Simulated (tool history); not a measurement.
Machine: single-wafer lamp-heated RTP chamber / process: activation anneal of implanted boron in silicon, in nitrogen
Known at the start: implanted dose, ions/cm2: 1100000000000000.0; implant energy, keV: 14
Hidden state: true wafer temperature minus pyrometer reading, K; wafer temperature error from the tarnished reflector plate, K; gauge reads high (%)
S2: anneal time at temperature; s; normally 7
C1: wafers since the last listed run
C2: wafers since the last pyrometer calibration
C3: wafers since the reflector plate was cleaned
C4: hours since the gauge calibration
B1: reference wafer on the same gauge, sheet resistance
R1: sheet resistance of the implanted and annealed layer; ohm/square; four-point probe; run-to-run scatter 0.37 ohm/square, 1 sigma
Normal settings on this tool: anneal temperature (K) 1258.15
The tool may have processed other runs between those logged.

{"run": 1, "hour": 0.0, "anneal temperature (K)": 1258.15, "S2": 7, "C1": 0, "C2": 791, "C3": 8577, "C4": 373.9, "B1": 146.86, "R1": 125.8}
{"hour": 23.3, "done": "reflector plate cleaned"}
{"run": 2, "hour": 52.5, "anneal temperature (K)": 1241.15, "S2": 7, "C1": 675, "C2": 1467, "C3": 442, "C4": 426.4, "B1": 147.04, "R1": 143.81}
{"run": 3, "hour": 82.6, "anneal temperature (K)": 1241.15, "S2": 7, "C1": 457, "C2": 1924, "C3": 900, "C4": 456.5, "B1": 147.04, "R1": 144.68}
{"run": 4, "hour": 134.0, "anneal temperature (K)": 1241.15, "S2": 7, "C1": 780, "C2": 2705, "C3": 1680, "C4": 507.9, "B1": 147.17, "R1": 144.27}
{"run": 5, "hour": 196.6, "anneal temperature (K)": 1258.15, "S2": 5, "C1": 950, "C2": 3655, "C3": 2631, "C4": 570.5, "B1": 147.26, "R1": 128.62}
{"run": 6, "hour": 235.1, "anneal temperature (K)": 1258.15, "S2": 5, "C1": 584, "C2": 4240, "C3": 3215, "C4": 609, "B1": 147.38, "R1": 128.31}
{"run": 7, "hour": 291.5, "anneal temperature (K)": 1258.15, "S2": 4, "C1": 856, "C2": 5096, "C3": 4072, "C4": 665.4, "B1": 147.49, "R1": 129.95}
{"run": 8, "hour": 327.6, "anneal temperature (K)": 1258.15, "S2": 4, "C1": 548, "C2": 5645, "C3": 4620, "C4": 701.5, "B1": 147.43, "R1": 129.87}
{"run": 9, "hour": 388.2, "anneal temperature (K)": 1258.15, "S2": 7, "C1": 920, "C2": 6565, "C3": 5541, "C4": 762.1, "B1": 147.71, "R1": 126.73}
{"hour": 409.7, "done": "pyrometer window cleaned and pyrometer calibrated"}
{"run": 10, "hour": 451.4, "anneal temperature (K)": 1258.15, "S2": 7, "C1": 838, "C2": 633, "C3": 6379, "C4": 825.3, "B1": 147.44, "R1": 126.84}
{"hour": 507.7, "done": "reflector plate cleaned"}
{"run": 11, "hour": 508.2, "anneal temperature (K)": 1258.15, "S2": 7, "C1": 741, "C2": 1374, "C3": 7, "C4": 882.1, "B1": 147.74, "R1": 126.94}
{"run": 12, "hour": 551.6, "anneal temperature (K)": 1265.15, "S2": 7, "C1": 659, "C2": 2033, "C3": 666, "C4": 925.5, "B1": 147.85, "R1": 122.1}
{"run": 13, "hour": 621.1, "anneal temperature (K)": 1258.15, "S2": 7, "C1": 1055, "C2": 3088, "C3": 1721, "C4": 995, "B1": 148.08, "R1": 127.35}
{"run": 14, "hour": 667.6, "anneal temperature (K)": 1250.15, "S2": 4, "C1": 706, "C2": 3794, "C3": 2427, "C4": 1041.5, "B1": 147.89, "R1": 138.03}
{"run": 15, "hour": 721.8, "anneal temperature (K)": 1258.15, "S2": 7, "C1": 823, "C2": 4617, "C3": 3251, "C4": 1095.7, "B1": 148.28, "R1": 126.88}
{"run": 16, "hour": 747.1, "anneal temperature (K)": 1276.15, "S2": 4, "C1": 384, "C2": 5002, "C3": 3635, "C4": 1121, "B1": 148.24, "R1": 119.01}
{"run": 17, "hour": 776.4, "anneal temperature (K)": 1282.15, "S2": 3, "C1": 444, "C2": 5447, "C3": 4080, "C4": 1150.3, "B1": 148.29, "R1": 117.85}
{"run": 18, "hour": 802.0, "anneal temperature (K)": 1258.15, "S2": 7, "C1": 388, "C2": 5835, "C3": 4469, "C4": 1175.9, "B1": 148.26, "R1": 127.9}

Expected results for the next run?
{"run": 19, "hour": 828.5, "anneal temperature (K)": 1247.15, "S2": 5, "C1": 402, "C2": 6238, "C3": 4871, "C4": 1202.4, "B1": "?", "R1": "?"}

B1: 148.52
R1: 140.56 ohm/square
Take away the tool's hidden state, keep the run-to-run variation as it was, and the same run would have given R1 139.18 ohm/square.

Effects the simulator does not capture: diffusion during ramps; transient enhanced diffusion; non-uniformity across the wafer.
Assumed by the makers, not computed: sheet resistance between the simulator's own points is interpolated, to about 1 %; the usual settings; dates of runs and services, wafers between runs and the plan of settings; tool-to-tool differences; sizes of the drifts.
